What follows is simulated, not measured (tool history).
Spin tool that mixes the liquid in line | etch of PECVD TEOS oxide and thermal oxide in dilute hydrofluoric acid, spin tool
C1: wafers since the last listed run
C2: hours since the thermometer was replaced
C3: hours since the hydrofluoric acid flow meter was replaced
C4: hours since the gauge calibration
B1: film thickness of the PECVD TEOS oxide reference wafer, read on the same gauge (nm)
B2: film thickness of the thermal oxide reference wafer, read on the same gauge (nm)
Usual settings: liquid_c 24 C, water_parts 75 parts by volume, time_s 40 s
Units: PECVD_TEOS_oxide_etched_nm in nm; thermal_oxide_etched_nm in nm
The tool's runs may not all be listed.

{"run": 1, "hour": 0.0, "liquid_c": 24, "water_parts": 75, "time_s": 40, "C1": 0, "C2": 12.5, "C3": 1159.5, "C4": 786.6, "B1": 110, "B2": 140.002, "PECVD_TEOS_oxide_etched_nm": 8.93, "thermal_oxide_etched_nm": 2.562}
{"run": 2, "hour": 35.3, "liquid_c": 24, "water_parts": 75, "time_s": 40, "C1": 436, "C2": 47.8, "C3": 1194.8, "C4": 821.9, "B1": 110, "B2": 140.003, "PECVD_TEOS_oxide_etched_nm": 8.85, "thermal_oxide_etched_nm": 2.6}
{"run": 3, "hour": 54.7, "liquid_c": 24, "water_parts": 75, "time_s": 40, "C1": 239, "C2": 67.2, "C3": 1214.2, "C4": 841.3, "B1": 110.03, "B2": 139.97, "PECVD_TEOS_oxide_etched_nm": 8.75, "thermal_oxide_etched_nm": 2.588}
{"run": 4, "hour": 72.4, "liquid_c": 24, "water_parts": 110, "time_s": 60, "C1": 218, "C2": 84.9, "C3": 1231.9, "C4": 859, "B1": 110.01, "B2": 139.975, "PECVD_TEOS_oxide_etched_nm": 8.9, "thermal_oxide_etched_nm": 2.577}
{"run": 5, "hour": 93.8, "liquid_c": 20.5, "water_parts": 75, "time_s": 60, "C1": 264, "C2": 106.3, "C3": 1253.3, "C4": 880.4, "B1": 110.01, "B2": 139.977, "PECVD_TEOS_oxide_etched_nm": 11.57, "thermal_oxide_etched_nm": 3.41}
{"run": 6, "hour": 110.9, "liquid_c": 24, "water_parts": 100, "time_s": 40, "C1": 211, "C2": 123.4, "C3": 1270.4, "C4": 897.5, "B1": 109.99, "B2": 140.005, "PECVD_TEOS_oxide_etched_nm": 6.61, "thermal_oxide_etched_nm": 1.903}
{"hour": 124.2, "done": "gauge calibrated"}
{"run": 7, "hour": 129.6, "liquid_c": 24, "water_parts": 75, "time_s": 40, "C1": 231, "C2": 142.1, "C3": 1289.1, "C4": 5.4, "B1": 110.01, "B2": 140, "PECVD_TEOS_oxide_etched_nm": 9.06, "thermal_oxide_etched_nm": 2.572}
{"run": 8, "hour": 144.3, "liquid_c": 24, "water_parts": 75, "time_s": 50, "C1": 181, "C2": 156.8, "C3": 1303.8, "C4": 20.1, "B1": 110, "B2": 139.989, "PECVD_TEOS_oxide_etched_nm": 11.42, "thermal_oxide_etched_nm": 3.333}
{"run": 9, "hour": 207.4, "liquid_c": 24, "water_parts": 60, "time_s": 60, "C1": 779, "C2": 219.9, "C3": 1366.9, "C4": 83.2, "B1": 110.01, "B2": 140.009, "PECVD_TEOS_oxide_etched_nm": 17.14, "thermal_oxide_etched_nm": 5.08}
{"run": 10, "hour": 221.1, "liquid_c": 21.5, "water_parts": 95, "time_s": 20, "C1": 169, "C2": 233.6, "C3": 1380.6, "C4": 96.9, "B1": 110.04, "B2": 139.976, "PECVD_TEOS_oxide_etched_nm": 3.17, "thermal_oxide_etched_nm": 0.921}
{"run": 11, "hour": 251.5, "liquid_c": 24, "water_parts": 75, "time_s": 40, "C1": 375, "C2": 264, "C3": 1411, "C4": 127.3, "B1": 110, "B2": 139.996, "PECVD_TEOS_oxide_etched_nm": 9.28, "thermal_oxide_etched_nm": 2.66}
{"run": 12, "hour": 272.9, "liquid_c": 20.5, "water_parts": 55, "time_s": 40, "C1": 264, "C2": 285.4, "C3": 1432.4, "C4": 148.7, "B1": 109.98, "B2": 139.97, "PECVD_TEOS_oxide_etched_nm": 10.97, "thermal_oxide_etched_nm": 3.222}
{"hour": 297.5, "done": "hydrofluoric acid flow meter replaced"}
{"run": 13, "hour": 308.4, "liquid_c": 24, "water_parts": 100, "time_s": 40, "C1": 426, "C2": 320.9, "C3": 10.9, "C4": 184.2, "B1": 110.02, "B2": 139.997, "PECVD_TEOS_oxide_etched_nm": 6.08, "thermal_oxide_etched_nm": 1.73}
{"run": 14, "hour": 334.5, "liquid_c": 24, "water_parts": 75, "time_s": 40, "C1": 322, "C2": 347, "C3": 37, "C4": 210.3, "B1": 110.01, "B2": 139.983, "PECVD_TEOS_oxide_etched_nm": 8.37, "thermal_oxide_etched_nm": 2.444}
{"run": 15, "hour": 360.5, "liquid_c": 22, "water_parts": 110, "time_s": 40, "C1": 321, "C2": 373, "C3": 63, "C4": 236.3, "B1": 109.99, "B2": 139.978, "PECVD_TEOS_oxide_etched_nm": 5.08, "thermal_oxide_etched_nm": 1.492}
{"run": 16, "hour": 391.1, "liquid_c": 24, "water_parts": 90, "time_s": 50, "C1": 378, "C2": 403.6, "C3": 93.6, "C4": 266.9, "B1": 109.98, "B2": 139.996, "PECVD_TEOS_oxide_etched_nm": 8.71, "thermal_oxide_etched_nm": 2.561}
{"run": 17, "hour": 410.9, "liquid_c": 27.5, "water_parts": 75, "time_s": 40, "C1": 244, "C2": 423.4, "C3": 113.4, "C4": 286.7, "B1": 110, "B2": 139.982, "PECVD_TEOS_oxide_etched_nm": 9.66, "thermal_oxide_etched_nm": 2.818}
{"run": 18, "hour": 438.3, "liquid_c": 24, "water_parts": 95, "time_s": 40, "C1": 338, "C2": 450.8, "C3": 140.8, "C4": 314.1, "B1": 110, "B2": 139.997, "PECVD_TEOS_oxide_etched_nm": 6.47, "thermal_oxide_etched_nm": 1.862}
{"run": 19, "hour": 455.4, "liquid_c": 24, "water_parts": 75, "time_s": 40, "C1": 211, "C2": 467.9, "C3": 157.9, "C4": 331.2, "B1": 110.02, "B2": 139.982, "PECVD_TEOS_oxide_etched_nm": 8.61, "thermal_oxide_etched_nm": 2.535}
{"run": 20, "hour": 467.5, "liquid_c": 24, "water_parts": 75, "time_s": 55, "C1": 149, "C2": 480, "C3": 170, "C4": 343.3, "B1": 110, "B2": 139.984, "PECVD_TEOS_oxide_etched_nm": 11.68, "thermal_oxide_etched_nm": 3.405}
{"run": 21, "hour": 487.1, "liquid_c": 27, "water_parts": 90, "time_s": 60, "C1": 242, "C2": 499.6, "C3": 189.6, "C4": 362.9, "B1": 109.96, "B2": 140.003, "PECVD_TEOS_oxide_etched_nm": 11.74, "thermal_oxide_etched_nm": 3.467}
{"run": 22, "hour": 523.8, "liquid_c": 24, "water_parts": 55, "time_s": 40, "C1": 453, "C2": 536.3, "C3": 226.3, "C4": 399.6, "B1": 110.02, "B2": 140.003, "PECVD_TEOS_oxide_etched_nm": 12.13, "thermal_oxide_etched_nm": 3.469}
{"run": 23, "hour": 547.9, "liquid_c": 24, "water_parts": 75, "time_s": 40, "C1": 297, "C2": 560.4, "C3": 250.4, "C4": 423.7, "B1": 109.99, "B2": 140.025, "PECVD_TEOS_oxide_etched_nm": 8.61, "thermal_oxide_etched_nm": 2.513}
{"run": 24, "hour": 562.2, "liquid_c": 19.5, "water_parts": 75, "time_s": 60, "C1": 176, "C2": 574.7, "C3": 264.7, "C4": 438, "B1": 110.04, "B2": 139.986, "PECVD_TEOS_oxide_etched_nm": 10.64, "thermal_oxide_etched_nm": 3.107}
{"run": 25, "hour": 585.8, "liquid_c": 24, "water_parts": 75, "time_s": 40, "C1": 291, "C2": 598.3, "C3": 288.3, "C4": 461.6, "B1": 109.99, "B2": 139.996, "PECVD_TEOS_oxide_etched_nm": 8.65, "thermal_oxide_etched_nm": 2.514}

Forecast each of these 5 alternatives for the next run:
{"run": "A", "hour": 586.2, "liquid_c": 24, "water_parts": 75, "time_s": 40, "C1": 4, "C2": 598.7, "C3": 288.7, "C4": 462, "B1": "?", "B2": "?", "PECVD_TEOS_oxide_etched_nm": "?", "thermal_oxide_etched_nm": "?"}
{"run": "B", "hour": 586.2, "liquid_c": 24, "water_parts": 75, "time_s": 60, "C1": 4, "C2": 598.7, "C3": 288.7, "C4": 462, "B1": "?", "B2": "?", "PECVD_TEOS_oxide_etched_nm": "?", "thermal_oxide_etched_nm": "?"}
{"run": "C", "hour": 586.2, "liquid_c": 24, "water_parts": 95, "time_s": 20, "C1": 4, "C2": 598.7, "C3": 288.7, "C4": 462, "B1": "?", "B2": "?", "PECVD_TEOS_oxide_etched_nm": "?", "thermal_oxide_etched_nm": "?"}
{"run": "D", "hour": 586.2, "liquid_c": 20, "water_parts": 110, "time_s": 60, "C1": 4, "C2": 598.7, "C3": 288.7, "C4": 462, "B1": "?", "B2": "?", "PECVD_TEOS_oxide_etched_nm": "?", "thermal_oxide_etched_nm": "?"}
{"run": "E", "hour": 586.2, "liquid_c": 22.5, "water_parts": 75, "time_s": 40, "C1": 4, "C2": 598.7, "C3": 288.7, "C4": 462, "B1": "?", "B2": "?", "PECVD_TEOS_oxide_etched_nm": "?", "thermal_oxide_etched_nm": "?"}

run=A B1=109.99 B2=139.989 PECVD_TEOS_oxide_etched_nm=8.64 thermal_oxide_etched_nm=2.517
run=B B1=109.99 B2=139.989 PECVD_TEOS_oxide_etched_nm=12.95 thermal_oxide_etched_nm=3.776
run=C B1=109.99 B2=139.989 PECVD_TEOS_oxide_etched_nm=3.32 thermal_oxide_etched_nm=0.969
run=D B1=109.99 B2=139.989 PECVD_TEOS_oxide_etched_nm=7.21 thermal_oxide_etched_nm=2.102
run=E B1=109.99 B2=139.989 PECVD_TEOS_oxide_etched_nm=8.13 thermal_oxide_etched_nm=2.37
Without the tool's hidden state the same runs would have given:
run=A PECVD_TEOS_oxide_etched_nm=7.97 thermal_oxide_etched_nm=2.323
run=B PECVD_TEOS_oxide_etched_nm=11.95 thermal_oxide_etched_nm=3.485
run=C PECVD_TEOS_oxide_etched_nm=3.07 thermal_oxide_etched_nm=0.894
run=D PECVD_TEOS_oxide_etched_nm=6.65 thermal_oxide_etched_nm=1.938
run=E PECVD_TEOS_oxide_etched_nm=7.5 thermal_oxide_etched_nm=2.186

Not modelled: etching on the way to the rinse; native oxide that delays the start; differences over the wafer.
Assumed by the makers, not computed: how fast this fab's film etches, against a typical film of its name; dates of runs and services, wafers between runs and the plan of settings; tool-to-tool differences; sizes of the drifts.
